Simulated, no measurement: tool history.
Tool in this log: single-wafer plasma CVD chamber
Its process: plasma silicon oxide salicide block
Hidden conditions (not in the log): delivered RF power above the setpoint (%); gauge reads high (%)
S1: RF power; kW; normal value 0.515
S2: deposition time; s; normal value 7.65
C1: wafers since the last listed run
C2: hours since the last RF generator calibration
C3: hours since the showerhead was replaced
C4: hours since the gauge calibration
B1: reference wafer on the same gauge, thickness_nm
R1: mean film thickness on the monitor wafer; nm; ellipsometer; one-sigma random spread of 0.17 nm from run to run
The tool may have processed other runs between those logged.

run 1 hour=0 | S1=0.515 S2=7.65 | C1=0 C2=1436.3 C3=2561.1 C4=29.5 | B1=80.899 | R1=70.792
run 2 hour=29.5 | S1=0.515 S2=6.76 | C1=506 C2=1465.8 C3=2590.6 C4=59 | B1=80.929 | R1=62.942
run 3 hour=91.3 | S1=0.515 S2=6.76 | C1=1061 C2=1527.6 C3=2652.4 C4=120.8 | B1=80.909 | R1=62.684
run 4 hour=113.3 | S1=0.515 S2=6.76 | C1=377 C2=1549.6 C3=2674.4 C4=142.8 | B1=80.911 | R1=62.667
run 5 hour=138.9 | S1=0.515 S2=7.65 | C1=439 C2=1575.2 C3=2700 C4=168.4 | B1=80.906 | R1=70.991
run 6 hour=164.7 | S1=0.515 S2=7.65 | C1=442 C2=1601 C3=2725.8 C4=194.2 | B1=80.903 | R1=71.211
run 7 hour=200.3 | S1=0.515 S2=7.65 | C1=611 C2=1636.6 C3=2761.4 C4=229.8 | B1=80.865 | R1=70.939
run 8 hour=229.3 | S1=0.485 S2=6.46 | C1=497 C2=1665.6 C3=2790.4 C4=258.8 | B1=80.91 | R1=59.414
run 9 hour=256.2 | S1=0.485 S2=6.46 | C1=461 C2=1692.5 C3=2817.3 C4=285.7 | B1=80.916 | R1=59.65
run 10 hour=280.1 | S1=0.485 S2=6.46 | C1=410 C2=1716.4 C3=2841.2 C4=309.6 | B1=80.934 | R1=59.334
run 11 hour=293.6 | S1=0.515 S2=7.65 | C1=231 C2=1729.9 C3=2854.7 C4=323.1 | B1=80.901 | R1=71.045
run 12 hour=313 | S1=0.515 S2=7.65 | C1=333 C2=1749.3 C3=2874.1 C4=342.5 | B1=80.92 | R1=71.311
run 13 hour=343.5 | S1=0.515 S2=7.65 | C1=523 C2=1779.8 C3=2904.6 C4=373 | B1=80.846 | R1=71.103
run 14 hour=356.1 | S1=0.515 S2=7.65 | C1=216 C2=1792.4 C3=2917.2 C4=385.6 | B1=80.897 | R1=70.887
run 15 hour=385 | S1=0.515 S2=7.65 | C1=496 C2=1821.3 C3=2946.1 C4=414.5 | B1=80.918 | R1=70.91
run 16 hour=405.7 | S1=0.515 S2=7.65 | C1=355 C2=1842 C3=2966.8 C4=435.2 | B1=80.895 | R1=71.185
-- hour=420.6 RF generator calibrated
run 17 hour=439 | S1=0.515 S2=8.87 | C1=434 C2=18.4 C3=3000.1 C4=468.5 | B1=80.93 | R1=83.332
run 18 hour=467.6 | S1=0.515 S2=8.43 | C1=491 C2=47 C3=3028.7 C4=497.1 | B1=80.919 | R1=79.16
run 19 hour=491.4 | S1=0.515 S2=8.43 | C1=408 C2=70.8 C3=3052.5 C4=520.9 | B1=80.903 | R1=79.225
run 20 hour=526.6 | S1=0.475 S2=6.77 | C1=604 C2=106 C3=3087.7 C4=556.1 | B1=80.882 | R1=62.684
run 21 hour=540.1 | S1=0.605 S2=8.12 | C1=231 C2=119.5 C3=3101.2 C4=569.6 | B1=80.886 | R1=78.823
run 22 hour=570.8 | S1=0.515 S2=6.76 | C1=527 C2=150.2 C3=3131.9 C4=600.3 | B1=80.913 | R1=63.604
run 23 hour=596.1 | S1=0.48 S2=7.11 | C1=434 C2=175.5 C3=3157.2 C4=625.6 | B1=80.915 | R1=66.239
run 24 hour=629.6 | S1=0.455 S2=8.62 | C1=575 C2=209 C3=3190.7 C4=659.1 | B1=80.933 | R1=79.233
run 25 hour=665.5 | S1=0.415 S2=7.01 | C1=616 C2=244.9 C3=3226.6 C4=695 | B1=80.894 | R1=63.48
run 26 hour=678.1 | S1=0.515 S2=8.34 | C1=216 C2=257.5 C3=3239.2 C4=707.6 | B1=80.901 | R1=77.994
run 27 hour=701.1 | S1=0.415 S2=6.66 | C1=394 C2=280.5 C3=3262.2 C4=730.6 | B1=80.907 | R1=60.365
run 28 hour=731.1 | S1=0.515 S2=7.65 | C1=515 C2=310.5 C3=3292.2 C4=760.6 | B1=80.898 | R1=71.744
-- hour=753.3 showerhead replaced
run 29 hour=753.8 | S1=0.515 S2=6.76 | C1=252 C2=333.2 C3=0.5 C4=783.3 | B1=80.879 | R1=63.444
run 30 hour=773.8 | S1=0.48 S2=8.78 | C1=343 C2=353.2 C3=20.5 C4=803.3 | B1=80.901 | R1=81.395
run 31 hour=826 | S1=0.515 S2=8.86 | C1=896 C2=405.4 C3=72.7 C4=855.5 | B1=80.874 | R1=82.84
run 32 hour=857.5 | S1=0.605 S2=7.22 | C1=540 C2=436.9 C3=104.2 C4=887 | B1=80.9 | R1=69.506
run 33 hour=891.3 | S1=0.45 S2=8.98 | C1=580 C2=470.7 C3=138 C4=920.8 | B1=80.892 | R1=81.96
-- hour=965.5 gauge calibrated
run 34 hour=989.7 | S1=0.435 S2=8.06 | C1=1689 C2=569.1 C3=236.4 C4=24.2 | B1=80.86 | R1=73.167
run 35 hour=1019 | S1=0.44 S2=7.24 | C1=503 C2=598.4 C3=265.7 C4=53.5 | B1=80.862 | R1=65.967
run 36 hour=1109.1 | S1=0.445 S2=7.21 | C1=1546 C2=688.5 C3=355.8 C4=143.6 | B1=80.9 | R1=65.911
run 37 hour=1148.6 | S1=0.43 S2=8.59 | C1=678 C2=728 C3=395.3 C4=183.1 | B1=80.896 | R1=77.952
run 38 hour=1173 | S1=0.515 S2=7.65 | C1=418 C2=752.4 C3=419.7 C4=207.5 | B1=80.87 | R1=71.312
run 39 hour=1202.6 | S1=0.515 S2=7.65 | C1=508 C2=782 C3=449.3 C4=237.1 | B1=80.908 | R1=71.21
run 40 hour=1238.6 | S1=0.515 S2=7.65 | C1=618 C2=818 C3=485.3 C4=273.1 | B1=80.901 | R1=71.489
run 41 hour=1259.8 | S1=0.515 S2=7.65 | C1=363 C2=839.2 C3=506.5 C4=294.3 | B1=80.92 | R1=71.372
run 42 hour=1294 | S1=0.43 S2=6.72 | C1=587 C2=873.4 C3=540.7 C4=328.5 | B1=80.927 | R1=60.939
run 43 hour=1311.1 | S1=0.445 S2=8.43 | C1=293 C2=890.5 C3=557.8 C4=345.6 | B1=80.918 | R1=76.803

Measured less the same run without the tool's hidden state. The same run-to-run variation is in both; the gauge's scatter may not be:
run=1 R1=-1.199
run=2 R1=-1.07
run=3 R1=-1.072
run=4 R1=-1.074
run=5 R1=-1.22
run=6 R1=-1.226
run=7 R1=-1.225
run=8 R1=-1.029
run=9 R1=-1.035
run=10 R1=-1.031
run=11 R1=-1.236
run=12 R1=-1.242
run=13 R1=-1.241
run=14 R1=-1.238
run=15 R1=-1.24
run=16 R1=-1.247
run=17 R1=-0.082
run=18 R1=-0.135
run=19 R1=-0.18
run=20 R1=-0.192
run=21 R1=-0.265
run=22 R1=-0.254
run=23 R1=-0.298
run=24 R1=-0.406
run=25 R1=-0.366
run=26 R1=-0.467
run=27 R1=-0.384
run=28 R1=-0.491
run=29 R1=-0.456
run=30 R1=-0.608
run=31 R1=-0.677
run=32 R1=-0.596
run=33 R1=-0.736
run=34 R1=-0.733
run=35 R1=-0.68
run=36 R1=-0.729
run=37 R1=-0.885
run=38 R1=-0.822
run=39 R1=-0.835
run=40 R1=-0.855
run=41 R1=-0.863
run=42 R1=-0.748
run=43 R1=-0.951
